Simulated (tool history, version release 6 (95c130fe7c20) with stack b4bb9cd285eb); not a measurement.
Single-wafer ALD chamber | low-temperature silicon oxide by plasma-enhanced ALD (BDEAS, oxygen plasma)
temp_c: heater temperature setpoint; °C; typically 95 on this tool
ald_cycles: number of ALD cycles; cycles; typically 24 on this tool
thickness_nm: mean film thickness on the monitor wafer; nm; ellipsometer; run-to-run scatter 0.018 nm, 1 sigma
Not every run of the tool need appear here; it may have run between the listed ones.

run,day,temp_c,ald_cycles,wafers since the last listed run,hours since the last thermocouple change,hours since the gauge calibration,"read-back reference wafer on the same gauge, thickness_nm",thickness_nm
1,0.000,85,24,0,1446.0,120.8,3.009,3.792
2,0.617,85,24,155,1460.8,135.6,3.009,3.804
3,1.171,85,24,140,1474.1,148.9,3.007,3.786
4,1.829,95,24,166,1489.9,164.7,3.011,3.678
5,3.133,95,22,329,1521.2,196.0,3.016,3.361
6,4.388,95,24,317,1551.3,226.1,3.018,3.668
7,7.983,95,24,909,1637.6,312.4,3.031,3.720
8,8.883,95,24,227,1659.2,334.0,3.033,3.698
9,10.288,95,24,355,1692.9,367.7,3.037,3.691
10,10.833,102,23,138,1706.0,380.8,3.040,3.468
11,12.417,102,23,400,1744.0,418.8,3.044,3.442
12,13.612,102,23,302,1772.7,447.5,3.045,3.480
13,14.446,95,21,210,1792.7,467.5,3.049,3.232
14,15.812,95,21,345,1825.5,500.3,3.052,3.209
15,17.175,95,24,344,1858.2,533.0,3.056,3.687
16,20.446,95,24,826,1936.7,611.5,3.067,3.720
17,21.250,95,24,203,1956.0,630.8,3.070,3.725
# day 23.550: gauge calibrated
18,24.938,95,24,932,2044.5,33.3,3.003,3.634
19,25.908,95,24,245,2067.8,56.6,2.999,3.644
20,26.971,105,27,268,2093.3,82.1,3.005,3.973
21,27.938,95,24,244,2116.5,105.3,3.008,3.628
22,29.117,95,29,298,2144.8,133.6,3.010,4.426
23,30.188,95,24,270,2170.5,159.3,3.013,3.702
24,31.696,89,22,381,2206.7,195.5,3.017,3.452
25,32.462,95,24,193,2225.1,213.9,3.022,3.682
26,33.412,95,24,240,2247.9,236.7,3.025,3.631
27,33.971,104,21,141,2261.3,250.1,3.026,3.152
# day 34.417: thermocouple changed; heater temperature recalibrated
28,35.346,86,24,263,22.3,283.1,3.029,3.800
29,36.533,102,23,300,50.8,311.6,3.030,3.448
30,37.612,95,24,272,76.7,337.5,3.032,3.697
31,39.079,101,22,370,111.9,372.7,3.045,3.340
32,40.162,108,20,273,137.9,398.7,3.044,2.984
33,40.917,81,24,190,156.0,416.8,3.045,3.935
34,41.612,83,20,175,172.7,433.5,3.047,3.240
35,42.958,82,21,340,205.0,465.8,3.052,3.418
36,44.079,104,27,283,231.9,492.7,3.054,4.053

A few steps of thickness_nm between consecutive runs. Split each: what settings, incoming material and random variation would produce without the hidden state, and what is left over for the hidden state, along with gauge scatter present in only one of the two compared results (measured, and without hidden state):
The tool's hidden condition here consists of: wafer temperature above the value expected at the setpoint (K); gauge reads high (%).
Run 17 -> 18: gauge calibrated. thickness_nm -0.091 nm: hidden state -0.082, all else -0.009.
Run 21 -> 22: ald_cycles 24 -> 29. thickness_nm +0.798 nm: hidden state +0.007, all else +0.791.
Run 22 -> 23: ald_cycles 29 -> 24. thickness_nm -0.724 nm: hidden state +0.001, all else -0.725.
Run 32 -> 33: temp_c 108 -> 81, ald_cycles 20 -> 24. thickness_nm +0.951 nm: hidden state +0.017, all else +0.934.
Run 35 -> 36: temp_c 82 -> 104, ald_cycles 21 -> 27. thickness_nm +0.635 nm: hidden state +0.015, all else +0.620.
